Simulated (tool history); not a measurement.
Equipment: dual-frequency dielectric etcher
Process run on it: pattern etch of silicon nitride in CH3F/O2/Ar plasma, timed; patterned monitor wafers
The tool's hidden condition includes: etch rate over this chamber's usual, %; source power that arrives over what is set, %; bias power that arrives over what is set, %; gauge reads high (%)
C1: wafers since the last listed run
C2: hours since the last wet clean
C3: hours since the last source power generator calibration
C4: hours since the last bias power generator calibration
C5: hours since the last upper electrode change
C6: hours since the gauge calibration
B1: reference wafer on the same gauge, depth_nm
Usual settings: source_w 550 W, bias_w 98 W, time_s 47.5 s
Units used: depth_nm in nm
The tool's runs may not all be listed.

run 1 hour=0 | source_w=450 bias_w=98 time_s=47.5 | C1=0 C2=61 C3=3874.1 C4=3155.8 C5=4373.4 C6=490.5 | B1=50.81 | depth_nm=42.3
run 2 hour=28.5 | source_w=450 bias_w=98 time_s=47.5 | C1=369 C2=89.5 C3=3902.6 C4=3184.3 C5=4401.9 C6=519 | B1=50.84 | depth_nm=42.01
run 3 hour=100.2 | source_w=450 bias_w=98 time_s=47.5 | C1=930 C2=161.2 C3=3974.3 C4=3256 C5=4473.6 C6=590.7 | B1=50.92 | depth_nm=42.57
run 4 hour=137.4 | source_w=550 bias_w=98 time_s=47.5 | C1=482 C2=198.4 C3=4011.5 C4=3293.2 C5=4510.8 C6=627.9 | B1=50.75 | depth_nm=46.59
run 5 hour=190 | source_w=550 bias_w=98 time_s=47.5 | C1=682 C2=251 C3=4064.1 C4=3345.8 C5=4563.4 C6=680.5 | B1=50.75 | depth_nm=46.61
run 6 hour=232.4 | source_w=550 bias_w=98 time_s=47.5 | C1=549 C2=293.4 C3=4106.5 C4=3388.2 C5=4605.8 C6=722.9 | B1=50.93 | depth_nm=46.38
run 7 hour=294.4 | source_w=550 bias_w=98 time_s=47.5 | C1=804 C2=355.4 C3=4168.5 C4=3450.2 C5=4667.8 C6=784.9 | B1=50.92 | depth_nm=47.25
run 8 hour=359.9 | source_w=550 bias_w=98 time_s=47.5 | C1=849 C2=420.9 C3=4234 C4=3515.7 C5=4733.3 C6=850.4 | B1=50.94 | depth_nm=47.16
run 9 hour=411 | source_w=550 bias_w=98 time_s=47.5 | C1=662 C2=472 C3=4285.1 C4=3566.8 C5=4784.4 C6=901.5 | B1=50.82 | depth_nm=46.71
-- hour=490.6 wet clean of the chamber
run 10 hour=491.1 | source_w=550 bias_w=117 time_s=47.5 | C1=727 C2=0.5 C3=4365.2 C4=3646.9 C5=4864.5 C6=981.6 | B1=50.93 | depth_nm=49.47
-- hour=500.9 source power generator calibrated
run 11 hour=510.2 | source_w=550 bias_w=98 time_s=47.5 | C1=195 C2=19.6 C3=9.3 C4=3666 C5=4883.6 C6=1000.7 | B1=50.86 | depth_nm=45.85
run 12 hour=557.4 | source_w=550 bias_w=98 time_s=47.5 | C1=612 C2=66.8 C3=56.5 C4=3713.2 C5=4930.8 C6=1047.9 | B1=50.96 | depth_nm=45.7
run 13 hour=585.1 | source_w=550 bias_w=98 time_s=47.5 | C1=359 C2=94.5 C3=84.2 C4=3740.9 C5=4958.5 C6=1075.6 | B1=50.85 | depth_nm=46.09
-- hour=588.9 gauge calibrated
run 14 hour=611.2 | source_w=550 bias_w=98 time_s=47.5 | C1=338 C2=120.6 C3=110.3 C4=3767 C5=4984.6 C6=22.3 | B1=50.9 | depth_nm=46.46
run 15 hour=651.2 | source_w=550 bias_w=98 time_s=47.5 | C1=518 C2=160.6 C3=150.3 C4=3807 C5=5024.6 C6=62.3 | B1=50.9 | depth_nm=46.12
run 16 hour=683.2 | source_w=550 bias_w=98 time_s=47.5 | C1=415 C2=192.6 C3=182.3 C4=3839 C5=5056.6 C6=94.3 | B1=50.99 | depth_nm=46.31
run 17 hour=755.7 | source_w=410 bias_w=81 time_s=35 | C1=940 C2=265.1 C3=254.8 C4=3911.5 C5=5129.1 C6=166.8 | B1=50.83 | depth_nm=27.55
-- hour=811 upper electrode replaced
run 18 hour=819 | source_w=660 bias_w=77 time_s=41.5 | C1=509 C2=328.4 C3=318.1 C4=3974.8 C5=8 C6=230.1 | B1=50.97 | depth_nm=39.37
run 19 hour=860.4 | source_w=550 bias_w=98 time_s=47.5 | C1=537 C2=369.8 C3=359.5 C4=4016.2 C5=49.4 C6=271.5 | B1=50.86 | depth_nm=47.01
-- hour=915.5 bias power generator calibrated
run 20 hour=924.8 | source_w=610 bias_w=81 time_s=39.5 | C1=783 C2=434.2 C3=423.9 C4=9.3 C5=113.8 C6=335.9 | B1=50.93 | depth_nm=37.65
run 21 hour=956.4 | source_w=510 bias_w=115 time_s=54 | C1=409 C2=465.8 C3=455.5 C4=40.9 C5=145.4 C6=367.5 | B1=50.88 | depth_nm=55.93
run 22 hour=1004.6 | source_w=440 bias_w=98 time_s=47.5 | C1=625 C2=514 C3=503.7 C4=89.1 C5=193.6 C6=415.7 | B1=50.96 | depth_nm=42.59
-- hour=1041.5 wet clean of the chamber
run 23 hour=1042 | source_w=550 bias_w=83 time_s=47.5 | C1=173 C2=0.5 C3=541.1 C4=126.5 C5=231 C6=453.1 | B1=50.88 | depth_nm=43.22
run 24 hour=1094.4 | source_w=550 bias_w=85 time_s=47.5 | C1=679 C2=52.9 C3=593.5 C4=178.9 C5=283.4 C6=505.5 | B1=50.91 | depth_nm=43.26
run 25 hour=1132.7 | source_w=550 bias_w=98 time_s=47.5 | C1=496 C2=91.2 C3=631.8 C4=217.2 C5=321.7 C6=543.8 | B1=50.84 | depth_nm=46.93
run 26 hour=1194.2 | source_w=550 bias_w=98 time_s=47.5 | C1=797 C2=152.7 C3=693.3 C4=278.7 C5=383.2 C6=605.3 | B1=50.89 | depth_nm=46.27
run 27 hour=1252.9 | source_w=420 bias_w=75 time_s=42.5 | C1=761 C2=211.4 C3=752 C4=337.4 C5=441.9 C6=664 | B1=50.89 | depth_nm=32.71
run 28 hour=1292.8 | source_w=550 bias_w=98 time_s=47.5 | C1=517 C2=251.3 C3=791.9 C4=377.3 C5=481.8 C6=703.9 | B1=50.85 | depth_nm=46.37
run 29 hour=1363 | source_w=500 bias_w=116 time_s=56 | C1=910 C2=321.5 C3=862.1 C4=447.5 C5=552 C6=774.1 | B1=50.96 | depth_nm=57.53
run 30 hour=1415.7 | source_w=550 bias_w=98 time_s=47.5 | C1=683 C2=374.2 C3=914.8 C4=500.2 C5=604.7 C6=826.8 | B1=50.96 | depth_nm=47.02

Some steps in depth_nm, run to run, broken into two amounts with sign: the step expected even without the hidden condition (settings, incoming material, random variation), and the rest, left for the hidden condition together with whatever gauge scatter is not in both the measured and the hidden-condition-free result:
Run 9 -> 10: bias_w 98 -> 117, wet clean of the chamber. depth_nm +2.76 nm: hidden state -1.23, all else +3.99.
Run 16 -> 17: source_w 550 -> 410, bias_w 98 -> 81, time_s 47.5 -> 35. depth_nm -18.76 nm: hidden state -0.02, all else -18.74.
Run 20 -> 21: source_w 610 -> 510, bias_w 81 -> 115, time_s 39.5 -> 54. depth_nm +18.28 nm: hidden state +0.43, all else +17.85.
Run 22 -> 23: source_w 440 -> 550, bias_w 98 -> 83, wet clean of the chamber. depth_nm +0.63 nm: hidden state -0.82, all else +1.45.
Run 27 -> 28: source_w 420 -> 550, bias_w 75 -> 98, time_s 42.5 -> 47.5. depth_nm +13.66 nm: hidden state +0.28, all else +13.38.
